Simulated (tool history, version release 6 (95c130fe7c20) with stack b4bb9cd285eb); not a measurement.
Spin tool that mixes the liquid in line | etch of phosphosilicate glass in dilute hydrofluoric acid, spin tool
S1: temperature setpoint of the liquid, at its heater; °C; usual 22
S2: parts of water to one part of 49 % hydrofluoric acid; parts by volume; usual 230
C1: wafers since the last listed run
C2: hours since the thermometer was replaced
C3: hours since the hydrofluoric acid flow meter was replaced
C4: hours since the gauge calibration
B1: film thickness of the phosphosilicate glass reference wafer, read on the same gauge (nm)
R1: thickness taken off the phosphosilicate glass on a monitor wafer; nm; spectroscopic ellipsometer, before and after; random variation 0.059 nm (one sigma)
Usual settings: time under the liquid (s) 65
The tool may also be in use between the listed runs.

Run 1, hour 0: usual settings; C1 0; C2 157.6; C3 1546; C4 684.7; B1 99.98. Result: R1 18.63 nm.
Run 2, hour 27: usual settings; C1 246; C2 184.6; C3 1573; C4 711.7; B1 99.99. Result: R1 18.54 nm.
Run 3, hour 82: usual settings; C1 501; C2 239.6; C3 1628; C4 766.7; B1 100. Result: R1 18.45 nm.
Run 4, hour 120.5: usual settings; C1 350; C2 278.1; C3 1666.5; C4 805.2; B1 100. Result: R1 18.46 nm.
Run 5, hour 147.6: usual settings; C1 246; C2 305.2; C3 1693.6; C4 832.3; B1 100.01. Result: R1 18.63 nm.
Run 6, hour 179.4: usual settings but S2 320 parts by volume; C1 289; C2 337; C3 1725.4; C4 864.1; B1 99.98. Result: R1 12.16 nm.
Run 7, hour 216.6: usual settings; C1 339; C2 374.2; C3 1762.6; C4 901.3; B1 100. Result: R1 18.62 nm.
Run 8, hour 265.6: usual settings; C1 446; C2 423.2; C3 1811.6; C4 950.3; B1 99.97. Result: R1 18.51 nm.
Run 9, hour 327.1: usual settings but time under the liquid (s) 35; C1 560; C2 484.7; C3 1873.1; C4 1011.8; B1 100. Result: R1 9.97 nm.
Run 10, hour 397: usual settings but S1 17.5 °C, time under the liquid (s) 30; C1 637; C2 554.6; C3 1943; C4 1081.7; B1 99.99. Result: R1 7.2 nm.
Run 11, hour 424.1: usual settings but S1 24 °C, S2 195 parts by volume, time under the liquid (s) 85; C1 246; C2 581.7; C3 1970.1; C4 1108.8; B1 100. Result: R1 31.87 nm.
Run 12, hour 482.5: usual settings but S1 20.5 °C, S2 335 parts by volume; C1 532; C2 640.1; C3 2028.5; C4 1167.2; B1 100.01. Result: R1 10.8 nm.
Run 13, hour 525: usual settings but S2 200 parts by volume; C1 387; C2 682.6; C3 2071; C4 1209.7; B1 100. Result: R1 21.85 nm.
Run 14, hour 582.3: usual settings but S2 305 parts by volume, time under the liquid (s) 55; C1 522; C2 739.9; C3 2128.3; C4 1267; B1 100. Result: R1 10.9 nm.
At hour 623.6: thermometer replaced.
Run 15, hour 630.8: usual settings; C1 432; C2 7.2; C3 2176.8; C4 1315.5; B1 100. Result: R1 18.47 nm.
Run 16, hour 663.5: usual settings but S1 17.5 °C, S2 175 parts by volume, time under the liquid (s) 40; C1 298; C2 39.9; C3 2209.5; C4 1348.2; B1 100.01. Result: R1 13.19 nm.
At hour 733.6: hydrofluoric acid flow meter replaced.
Run 17, hour 734.6: usual settings but S2 305 parts by volume; C1 638; C2 111; C3 1; C4 1419.3; B1 99.98. Result: R1 13.17 nm.
Run 18, hour 778.3: usual settings but time under the liquid (s) 90; C1 398; C2 154.7; C3 44.7; C4 1463; B1 100. Result: R1 26 nm.
Run 19, hour 837.7: usual settings but S1 20 °C; C1 541; C2 214.1; C3 104.1; C4 1522.4; B1 99.99. Result: R1 17.41 nm.
Run 20, hour 862.1: usual settings but S2 325 parts by volume; C1 222; C2 238.5; C3 128.5; C4 1546.8; B1 100.02. Result: R1 12.14 nm.
Run 21, hour 895.9: usual settings; C1 308; C2 272.3; C3 162.3; C4 1580.6; B1 100.01. Result: R1 18.79 nm.
Run 22, hour 959.3: usual settings but S1 20.5 °C, S2 335 parts by volume; C1 577; C2 335.7; C3 225.7; C4 1644; B1 99.99. Result: R1 11.04 nm.
Run 23, hour 1025.5: usual settings but S1 25 °C, time under the liquid (s) 85; C1 603; C2 401.9; C3 291.9; C4 1710.2; B1 99.98. Result: R1 27.43 nm.
Run 24, hour 1067.6: usual settings; C1 383; C2 444; C3 334; C4 1752.3; B1 100.02. Result: R1 18.72 nm.
At hour 1103.7: gauge calibrated.
Run 25, hour 1256.2: usual settings but S1 26 °C, S2 295 parts by volume, time under the liquid (s) 40; C1 1718; C2 632.6; C3 522.6; C4 152.5; B1 99.97. Result: R1 9.73 nm.
Run 26, hour 1282: usual settings but S2 135 parts by volume; C1 235; C2 658.4; C3 548.4; C4 178.3; B1 100.01. Result: R1 35.16 nm.
Run 27, hour 1334.9: usual settings but S2 290 parts by volume; C1 482; C2 711.3; C3 601.3; C4 231.2; B1 100.01. Result: R1 13.87 nm.
Run 28, hour 1378.9: usual settings; C1 401; C2 755.3; C3 645.3; C4 275.2; B1 100. Result: R1 18.69 nm.
Run 29, hour 1441.5: usual settings but S1 23.5 °C, S2 150 parts by volume, time under the liquid (s) 45; C1 570; C2 817.9; C3 707.9; C4 337.8; B1 99.99. Result: R1 22.9 nm.
At hour 1465.9: thermometer replaced.
Run 30, hour 1501.7: usual settings but S1 25.5 °C, S2 130 parts by volume, time under the liquid (s) 45; C1 539; C2 35.8; C3 768.1; C4 398; B1 99.99. Result: R1 29.11 nm.
Run 31, hour 1533: usual settings but S1 26.5 °C, S2 130 parts by volume, time under the liquid (s) 50; C1 285; C2 67.1; C3 799.4; C4 429.3; B1 99.99. Result: R1 33.64 nm.
Run 32, hour 1584.1: usual settings but S1 26 °C, time under the liquid (s) 90; C1 465; C2 118.2; C3 850.5; C4 480.4; B1 100. Result: R1 29.91 nm.

How the hidden state differs across the entries between the runs, from the last listed run before each to the first after it:
Between runs 14 and 15: thermometer replaced (hour 623.6)
  hydrofluoric acid flow below the setpoint (%): 1.8 -> 1.84
  measured less the result without the state, R1: -0.26 -> -0.42 nm
Between runs 16 and 17: hydrofluoric acid flow meter replaced (hour 733.6)
  hydrofluoric acid flow below the setpoint (%): 1.86 -> 0.326
  measured less the result without the state, R1: -0.29 -> -0.06 nm
Between runs 24 and 25: gauge calibrated (hour 1103.7)
  hydrofluoric acid flow below the setpoint (%): 0.602 -> 0.757
  measured less the result without the state, R1: -0.14 -> -0.09 nm
Between runs 29 and 30: thermometer replaced (hour 1465.9)
  hydrofluoric acid flow below the setpoint (%): 0.911 -> 0.96
  measured less the result without the state, R1: -0.24 -> -0.33 nm
